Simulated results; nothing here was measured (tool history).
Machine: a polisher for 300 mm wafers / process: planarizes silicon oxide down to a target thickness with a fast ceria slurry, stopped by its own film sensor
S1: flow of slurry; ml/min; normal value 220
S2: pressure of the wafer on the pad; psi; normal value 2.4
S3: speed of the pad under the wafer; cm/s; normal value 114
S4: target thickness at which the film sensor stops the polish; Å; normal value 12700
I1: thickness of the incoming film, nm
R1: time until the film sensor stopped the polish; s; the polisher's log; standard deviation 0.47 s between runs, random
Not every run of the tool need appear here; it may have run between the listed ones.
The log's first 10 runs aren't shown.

Run 11, day 18.088: usual settings but S4 10750 Å; I1 2143.2. Result: R1 67.9 s.
Run 12, day 19.279: usual settings; I1 2106.9. Result: R1 53.3 s.
At day 19.571: worn pad replaced by a new one.
Run 13, day 20.646: usual settings; I1 2080.6. Result: R1 51.9 s.
At day 21.671: slurry nozzle cleaned.
Run 14, day 23.379: usual settings; I1 2133.2. Result: R1 54.8 s.
Run 15, day 25.962: usual settings but S2 3.1 psi, S3 138 cm/s, S4 14910 Å; I1 2148.2. Result: R1 26.8 s.
At day 26.354: head pressure recalibrated.
Run 16, day 27.988: usual settings; I1 2088.8. Result: R1 51.8 s.
Run 17, day 29.104: usual settings but S1 185 ml/min, S4 10510 Å; I1 2140.7. Result: R1 70.6 s.
Run 18, day 33.433: usual settings but S1 145 ml/min, S4 14670 Å; I1 2111.2. Result: R1 43.9 s.
At day 39.625: worn pad replaced by a new one.
Run 19, day 41.429: usual settings but S2 3.0 psi, S3 88 cm/s; I1 2149.5. Result: R1 57.6 s.
At day 44.175: slurry nozzle cleaned.
Run 20, day 45.992: usual settings but S1 175 ml/min, S2 3.2 psi; I1 2097.2. Result: R1 41.0 s.
Run 21, day 46.996: usual settings but S3 100 cm/s; I1 2084.4. Result: R1 59.1 s.
Run 22, day 49.908: usual settings but S1 290 ml/min, S2 1.8 psi, S4 11010 Å; I1 2123.1. Result: R1 82.4 s.
Run 23, day 52.688: usual settings; I1 2099.4. Result: R1 53.2 s.
Run 24, day 54.412: usual settings but S3 142 cm/s; I1 2105.7. Result: R1 42.1 s.
Run 25, day 56.200: usual settings; I1 2086.3. Result: R1 52.6 s.
Run 26, day 57.821: usual settings but S1 175 ml/min, S2 3.2 psi; I1 2133.2. Result: R1 43.0 s.
Run 27, day 59.179: usual settings but S1 280 ml/min, S2 2.9 psi, S3 140 cm/s, S4 15200 Å; I1 2144.5. Result: R1 26.3 s.
Run 28, day 61.333: usual settings but S2 1.7 psi, S3 130 cm/s; I1 2095.0. Result: R1 63.2 s.
At day 61.788: head pressure recalibrated.
At day 62.912: worn pad replaced by a new one.
At day 64.875: slurry nozzle cleaned.
Run 29, day 69.242: usual settings; I1 2129.1. Result: R1 54.1 s.
Run 30, day 71.342: usual settings but S2 2.8 psi, S4 9750 Å; I1 2149.0. Result: R1 64.2 s.
Run 31, day 73.896: usual settings but S4 14800 Å; I1 2144.4. Result: R1 42.0 s.
Run 32, day 76.350: usual settings; I1 2100.1. Result: R1 52.1 s.
Run 33, day 78.362: usual settings but S2 1.7 psi; I1 2128.9. Result: R1 74.4 s.
Run 34, day 80.712: usual settings but S2 1.7 psi, S3 152 cm/s; I1 2139.4. Result: R1 56.5 s.
At day 83.129: worn pad replaced by a new one.
At day 84.333: slurry nozzle cleaned.
Run 35, day 86.975: usual settings; I1 2158.9. Result: R1 56.9 s.

Forecast each of these 5 alternatives for the next run:
Run A, day 86.992: usual settings; I1 2149.0. Result: R1 ?.
Run B, day 86.992: usual settings but S1 150 ml/min, S2 1.8 psi, S3 102 cm/s, S4 11580 Å; I1 2149.0. Result: R1 ?.
Run C, day 86.992: usual settings but S2 3.1 psi, S3 98 cm/s, S4 14730 Å; I1 2149.0. Result: R1 ?.
Run D, day 86.992: usual settings but S2 2.0 psi, S3 130 cm/s, S4 14570 Å; I1 2149.0. Result: R1 ?.
Run E, day 86.992: usual settings but S1 165 ml/min; I1 2149.0. Result: R1 ?.

run    R1
  A  55.9
  B  97.9
  C  39.3
  D  45.7
  E  58.5
Without the tool's hidden state the same runs would have given:
run    R1
  A  55.9
  B  97.9
  C  39.3
  D  45.7
  E  58.5
